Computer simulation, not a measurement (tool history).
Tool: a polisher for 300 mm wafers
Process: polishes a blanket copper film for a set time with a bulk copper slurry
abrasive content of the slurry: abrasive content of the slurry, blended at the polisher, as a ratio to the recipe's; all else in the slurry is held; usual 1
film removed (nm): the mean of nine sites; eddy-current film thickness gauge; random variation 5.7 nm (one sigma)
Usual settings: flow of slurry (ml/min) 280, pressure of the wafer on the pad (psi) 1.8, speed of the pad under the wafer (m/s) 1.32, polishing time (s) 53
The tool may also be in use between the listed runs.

run,hour,flow of slurry (ml/min),pressure of the wafer on the pad (psi),speed of the pad under the wafer (m/s),abrasive content of the slurry,polishing time (s),"incoming thickness of the incoming film, nm",film removed (nm)
1,0,280,1.8,1.32,1,53,4802.4,430.8
# hour 15.2: head pressure recalibrated
2,66.2,280,1.8,1.32,1,41,4852.4,317.6
# hour 107.5: slurry nozzle cleaned
3,154.3,280,1.8,1.14,1,53,4807.1,358
# hour 160.5: slurry blender recalibrated
4,239.4,280,2.1,1.32,1,53,4797.8,475.6
5,302.8,280,2.1,1.32,1,53,4706.8,471.4
6,410.6,280,1.9,1.32,1,53,4744.9,414.5
7,477.4,280,1.9,1.32,1,53,4701.6,416.1
8,538.3,280,1.9,1.32,1,53,4706.8,416.1
# hour 583.9: head pressure recalibrated, repeated, since the last time left the tool worse
# hour 641.1: worn pad replaced by a new one
9,642.4,280,1.8,1.08,1,53,4701.6,385.3
10,746.7,195,1.5,1.32,1,53,4758.2,370.5
# hour 820.7: slurry nozzle cleaned
11,828.9,350,1.8,1.32,1.15,65,4826.3,593.1
# hour 843.2: slurry blender recalibrated
12,928.6,280,1.8,1.32,1,53,4787.6,453.5
13,1025.6,280,1.8,1.32,1,53,4754.5,444.1
14,1107.6,280,2.3,1.32,1,53,4730.3,568.3
15,1157.2,280,1.4,1.76,1,53,4786.9,456.5
16,1260.1,280,1.8,1.32,1,53,4758.1,433
# hour 1270.6: worn pad replaced by a new one
17,1335.7,370,2.3,1.1,1,37,4828.8,338.6
# hour 1346: head pressure recalibrated
18,1432.8,335,2,1.32,1.2,46,4805.8,466.3
# hour 1510.7: slurry nozzle cleaned
# hour 1511: slurry blender recalibrated
19,1521.3,305,1.8,1.32,0.8,53,4858.5,445.6
20,1623,365,1.8,1.62,1,38,4817,405
21,1700.1,280,1.8,1.32,0.85,53,4801.2,445
22,1759.2,280,1.8,1.32,1,53,4803.3,452.4
23,1798.7,280,1.8,1.32,1.15,53,4764.5,453.8
24,1844.2,280,2.1,1.06,1,53,4729.3,427.5
25,1906,280,1.8,1.32,1,53,4841.4,439.9
# hour 1922.8: worn pad replaced by a new one
26,2000.5,280,1.8,1.08,0.85,53,4833.7,352.4
27,2107.8,280,1.8,1.32,1,53,4753.3,431.3
# hour 2188: slurry blender recalibrated
# hour 2188.4: slurry nozzle cleaned
28,2199.1,280,1.3,1.32,1,69,4698.6,406.3
# hour 2218.7: head pressure recalibrated
29,2293.4,200,1.8,1.32,0.7,53,4727.8,415

Forecast each of these 5 alternatives for the next run:
A,2293.8,280,1.8,1.32,0.8,53,4761,?
B,2293.8,280,1.8,1.32,1,71,4761,?
C,2293.8,355,1.8,1.18,1,45,4761,?
D,2293.8,345,2.2,1.78,1,53,4761,?
E,2293.8,340,2.2,1.32,1,45,4761,?

run,film removed (nm)
A,440.2
B,609.1
C,356.6
D,746.4
E,480.6
Without the tool's hidden state the same runs would have given:
run,film removed (nm)
A,443.3
B,613.3
C,359
D,751.6
E,484

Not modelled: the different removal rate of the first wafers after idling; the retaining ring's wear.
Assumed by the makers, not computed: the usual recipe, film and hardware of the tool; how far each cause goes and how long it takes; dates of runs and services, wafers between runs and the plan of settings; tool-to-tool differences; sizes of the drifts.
